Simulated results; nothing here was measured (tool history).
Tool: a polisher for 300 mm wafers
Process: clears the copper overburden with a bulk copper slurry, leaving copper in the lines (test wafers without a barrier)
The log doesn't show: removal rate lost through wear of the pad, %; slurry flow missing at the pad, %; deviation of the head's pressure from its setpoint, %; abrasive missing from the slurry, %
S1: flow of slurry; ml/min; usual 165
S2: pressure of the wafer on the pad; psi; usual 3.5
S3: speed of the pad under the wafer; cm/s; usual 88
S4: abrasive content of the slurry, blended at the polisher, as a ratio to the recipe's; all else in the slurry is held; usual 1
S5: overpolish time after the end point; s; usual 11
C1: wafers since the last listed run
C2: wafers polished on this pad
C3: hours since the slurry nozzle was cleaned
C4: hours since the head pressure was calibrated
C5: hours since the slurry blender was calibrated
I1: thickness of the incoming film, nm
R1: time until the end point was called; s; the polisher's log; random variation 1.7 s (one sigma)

run     day   S1   S2  S3    S4  S5   C1   C2     C3      C4     C5      I1     R1
  1       0  165    3  88     1  11    0  499   35.6   892.6  153.1  1454.8  166.8
  2   0.804  165  3.5  88     1  11  146  645   54.9   911.9  172.4  1470.7  150.5
  3   2.133  165  3.5  88     1  11  241  886   86.8   943.8  204.3  1469.7  161.7
      2.433  -- worn pad replaced by a new one
  4   3.617  165  3.5  88     1  11  239  215  122.4   979.4  239.9  1479.1  146.4
  5   4.417  165  3.5  88     1  13  145  360  141.6   998.6  259.1  1437.8  144.5
  6   5.192  165  3.5  88     1  13  140  501  160.2  1017.2  277.7  1460.5  149.2
  7   6.021  165  3.5  88     1  13  150  651  180.1  1037.1  297.6  1461.4  157.4
      6.429  -- head pressure recalibrated
  8   7.062  165  3.5  88   1.2  11  174  826  205.1    15.2  322.6  1445.5  157.9
      7.712  -- worn pad replaced by a new one
  9   7.733  165  3.5  88   1.2  11   91    3  221.2    31.3  338.7  1470.4  148.4
      8.292  -- slurry nozzle cleaned
      8.508  -- slurry blender recalibrated
 10   8.879  165  3.5  88   1.2  11  185  188   14.1    58.8    8.9  1449.5  132.5
 11   10.15  165  3.5  88     1  11  230  419   44.6    89.3   39.4  1467.9  142.6
 12  11.221  165  3.5  88   0.8  11  194  614   70.3     115   65.1  1461.2  151.1
     12.475  -- worn pad replaced by a new one
 13  12.646  165  3.5  88  0.75  11  228   30  104.5   149.2   99.3  1450.3  144.2
 14  13.454  165  3.5  88     1  11  146  177  123.9   168.6  118.7  1475.2  144.9
 15  14.796  165  3.2  88  0.75  11  243  421  156.1   200.8  150.9  1449.6  170.1
 16  16.142  125  4.4  78   0.8  11  244  666  188.4   233.1  183.2  1475.2  157.4
      17.85  -- worn pad replaced by a new one
 17  17.875  165    3  88     1  11  284    4    230   274.7  224.8    1444  181.2
 18  18.508  165  4.3  88   1.2  11  115  119  245.2   289.9    240  1465.3  127.4
     19.033  -- slurry nozzle cleaned
 19  19.383  165  3.5  88     1  11  151  270    8.4   310.9    261  1443.5  141.8
 20  20.392  190  3.5  88     1   6  183  453   32.6   335.1  285.2  1471.2  142.9

4 ways to go on from here, each from the tool as it stands after run 20. What would each give?
  A  20.412  165  2.9  88     1  11   3  457  33.1  335.6  285.7  1452.3   ?
  B  20.412  165  4.1  74  1.15   5   3  457  33.1  335.6  285.7  1452.3   ?
  C  20.412  165  4.4  88  1.25  17   3  457  33.1  335.6  285.7  1452.3   ?
  D  20.412  165  4.1  88     1  11   3  457  33.1  335.6  285.7  1452.3   ?

run     R1
  A  177.9
  B  146.5
  C  113.3
  D  125.8
Without the tool's hidden state the same runs would have given:
run     R1
  A  167.5
  B  137.9
  C  106.6
  D  118.4

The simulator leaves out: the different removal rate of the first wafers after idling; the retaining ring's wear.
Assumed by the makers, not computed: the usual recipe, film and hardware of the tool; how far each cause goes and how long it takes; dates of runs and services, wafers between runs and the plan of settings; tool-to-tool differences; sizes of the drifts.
